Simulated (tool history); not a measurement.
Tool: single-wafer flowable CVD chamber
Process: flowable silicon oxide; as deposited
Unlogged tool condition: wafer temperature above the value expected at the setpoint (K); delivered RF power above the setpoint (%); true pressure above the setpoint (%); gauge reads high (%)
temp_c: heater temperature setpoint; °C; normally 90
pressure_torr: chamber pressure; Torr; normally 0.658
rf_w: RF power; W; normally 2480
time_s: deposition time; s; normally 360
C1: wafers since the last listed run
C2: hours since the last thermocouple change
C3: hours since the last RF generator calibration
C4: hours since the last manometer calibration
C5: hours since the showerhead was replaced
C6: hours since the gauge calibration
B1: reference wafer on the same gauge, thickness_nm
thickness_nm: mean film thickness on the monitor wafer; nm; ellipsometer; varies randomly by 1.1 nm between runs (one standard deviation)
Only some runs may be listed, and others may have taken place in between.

Run 1, hour 0.0: usual settings but pressure_torr 0.754 Torr; C1 0; C2 300.7; C3 1701.3; C4 816.6; C5 5021.6; C6 247.2; B1 214.994. Result: thickness_nm 295.030 nm.
Run 2, hour 21.5: usual settings but pressure_torr 0.754 Torr; C1 102; C2 322.2; C3 1722.8; C4 838.1; C5 5043.1; C6 268.7; B1 215.121. Result: thickness_nm 294.616 nm.
Run 3, hour 56.3: usual settings but pressure_torr 0.754 Torr; C1 166; C2 357.0; C3 1757.6; C4 872.9; C5 5077.9; C6 303.5; B1 215.161. Result: thickness_nm 292.049 nm.
Run 4, hour 87.7: usual settings but time_s 313 s; C1 149; C2 388.4; C3 1789.0; C4 904.3; C5 5109.3; C6 334.9; B1 215.108. Result: thickness_nm 228.602 nm.
Run 5, hour 116.9: usual settings but rf_w 2865 W; C1 139; C2 417.6; C3 1818.2; C4 933.5; C5 5138.5; C6 364.1; B1 214.883. Result: thickness_nm 265.266 nm.
Run 6, hour 139.9: usual settings but temp_c 98 °C; C1 109; C2 440.6; C3 1841.2; C4 956.5; C5 5161.5; C6 387.1; B1 215.385. Result: thickness_nm 209.133 nm.
Run 7, hour 153.4: usual settings but temp_c 98 °C; C1 64; C2 454.1; C3 1854.7; C4 970.0; C5 5175.0; C6 400.6; B1 215.296. Result: thickness_nm 208.582 nm.
Run 8, hour 168.6: usual settings; C1 72; C2 469.3; C3 1869.9; C4 985.2; C5 5190.2; C6 415.8; B1 215.059. Result: thickness_nm 263.536 nm.
Run 9, hour 195.8: usual settings; C1 129; C2 496.5; C3 1897.1; C4 1012.4; C5 5217.4; C6 443.0; B1 215.102. Result: thickness_nm 263.191 nm.
Run 10, hour 208.6: usual settings; C1 61; C2 509.3; C3 1909.9; C4 1025.2; C5 5230.2; C6 455.8; B1 214.816. Result: thickness_nm 263.763 nm.
Run 11, hour 233.2: usual settings but time_s 306 s; C1 117; C2 533.9; C3 1934.5; C4 1049.8; C5 5254.8; C6 480.4; B1 215.189. Result: thickness_nm 224.322 nm.
At hour 248.7: showerhead replaced.
Run 12, hour 258.9: usual settings but time_s 306 s; C1 84; C2 559.6; C3 1960.2; C4 1075.5; C5 10.2; C6 506.1; B1 214.917. Result: thickness_nm 225.990 nm.
At hour 269.4: gauge calibrated.
Run 13, hour 278.6: usual settings; C1 94; C2 579.3; C3 1979.9; C4 1095.2; C5 29.9; C6 9.2; B1 214.907. Result: thickness_nm 263.806 nm.
At hour 308.7: RF generator calibrated.
Run 14, hour 309.2: usual settings but rf_w 2715 W; C1 107; C2 609.9; C3 0.5; C4 1125.8; C5 60.5; C6 39.8; B1 214.705. Result: thickness_nm 267.362 nm.
Run 15, hour 326.4: usual settings but pressure_torr 0.780 Torr, time_s 400 s; C1 82; C2 627.1; C3 17.7; C4 1143.0; C5 77.7; C6 57.0; B1 215.103. Result: thickness_nm 344.366 nm.
Run 16, hour 346.4: usual settings; C1 95; C2 647.1; C3 37.7; C4 1163.0; C5 97.7; C6 77.0; B1 215.364. Result: thickness_nm 265.021 nm.
At hour 370.8: capacitance manometer re-zeroed and calibrated.
Run 17, hour 441.3: usual settings; C1 414; C2 742.0; C3 132.6; C4 70.5; C5 192.6; C6 171.9; B1 214.893. Result: thickness_nm 235.377 nm.
Run 18, hour 459.9: usual settings but temp_c 99 °C, time_s 319 s; C1 88; C2 760.6; C3 151.2; C4 89.1; C5 211.2; C6 190.5; B1 215.361. Result: thickness_nm 161.531 nm.
Run 19, hour 488.6: usual settings but rf_w 2815 W; C1 137; C2 789.3; C3 179.9; C4 117.8; C5 239.9; C6 219.2; B1 214.967. Result: thickness_nm 241.645 nm.
Run 20, hour 502.1: usual settings; C1 64; C2 802.8; C3 193.4; C4 131.3; C5 253.4; C6 232.7; B1 215.043. Result: thickness_nm 237.457 nm.
Run 21, hour 528.7: usual settings but temp_c 78 °C, pressure_torr 0.594 Torr, rf_w 2285 W, time_s 310 s; C1 126; C2 829.4; C3 220.0; C4 157.9; C5 280.0; C6 259.3; B1 214.933. Result: thickness_nm 253.894 nm.
Run 22, hour 542.8: usual settings; C1 67; C2 843.5; C3 234.1; C4 172.0; C5 294.1; C6 273.4; B1 215.093. Result: thickness_nm 236.178 nm.

Run 23 comes next. What will it give?
At hour 553.6: thermocouple changed; heater temperature recalibrated.
Run 23, hour 564.5: usual settings but rf_w 2710 W, time_s 417 s; C1 65; C2 10.9; C3 255.8; C4 193.7; C5 315.8; C6 295.1; B1 ?. Result: thickness_nm ?.

{"run 23": {"B1": 215.065, "thickness_nm": 279.686}}
Take away the tool's hidden state, keep the run-to-run variation as it was, and the same run would have given thickness_nm 300.108 nm.
